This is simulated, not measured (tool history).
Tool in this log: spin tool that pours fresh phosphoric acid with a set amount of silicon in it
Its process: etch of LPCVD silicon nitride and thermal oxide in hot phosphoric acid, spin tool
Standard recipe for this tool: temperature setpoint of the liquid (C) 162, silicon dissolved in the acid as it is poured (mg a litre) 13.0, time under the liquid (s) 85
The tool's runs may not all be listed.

run,hour,temperature setpoint of the liquid (C),silicon dissolved in the acid as it is poured (mg a litre),time under the liquid (s),"read-back film thickness of the LPCVD silicon nitride reference wafer, read on the same gauge (nm)",thickness taken off the LPCVD silicon nitride on a monitor wafer (Å)
1,0.0,162,13.0,85,39.98,69.2
2,26.3,162,13.0,85,40.01,68.6
3,50.8,162,13.0,85,39.99,68.7
4,68.5,162,13.0,85,39.99,68.1
5,171.9,162,13.0,85,40.01,67.3
6,202.1,162,13.0,85,40.00,67.4
7,223.6,162,13.0,85,40.01,67.8
# hour 225.0: gauge calibrated
8,244.1,162,13.0,85,40.00,67.1
# hour 250.9: thermometer replaced
9,262.3,162,13.0,85,39.99,67.5
10,295.5,162,13.0,60,40.01,47.4
11,308.2,162,13.0,85,40.00,67.6
12,334.9,162,17.5,135,40.00,106.1
13,355.7,162,13.0,85,40.01,67.6
14,376.3,162,13.0,85,40.00,67.3
15,398.6,162,22.0,85,39.99,67.3
# hour 422.1: dissolved silicon flow meter replaced
16,424.2,162,13.0,85,40.00,67.4

For run 17, what comes out?
17,437.9,162,18.5,40,?,?

{"run 17": {"read-back film thickness of the LPCVD silicon nitride reference wafer, read on the same gauge (nm)": 40.01, "thickness taken off the LPCVD silicon nitride on a monitor wafer (Å)": 31.5}}
Without the tool's hidden state the same run would have given thickness taken off the LPCVD silicon nitride on a monitor wafer (Å) 36.2.

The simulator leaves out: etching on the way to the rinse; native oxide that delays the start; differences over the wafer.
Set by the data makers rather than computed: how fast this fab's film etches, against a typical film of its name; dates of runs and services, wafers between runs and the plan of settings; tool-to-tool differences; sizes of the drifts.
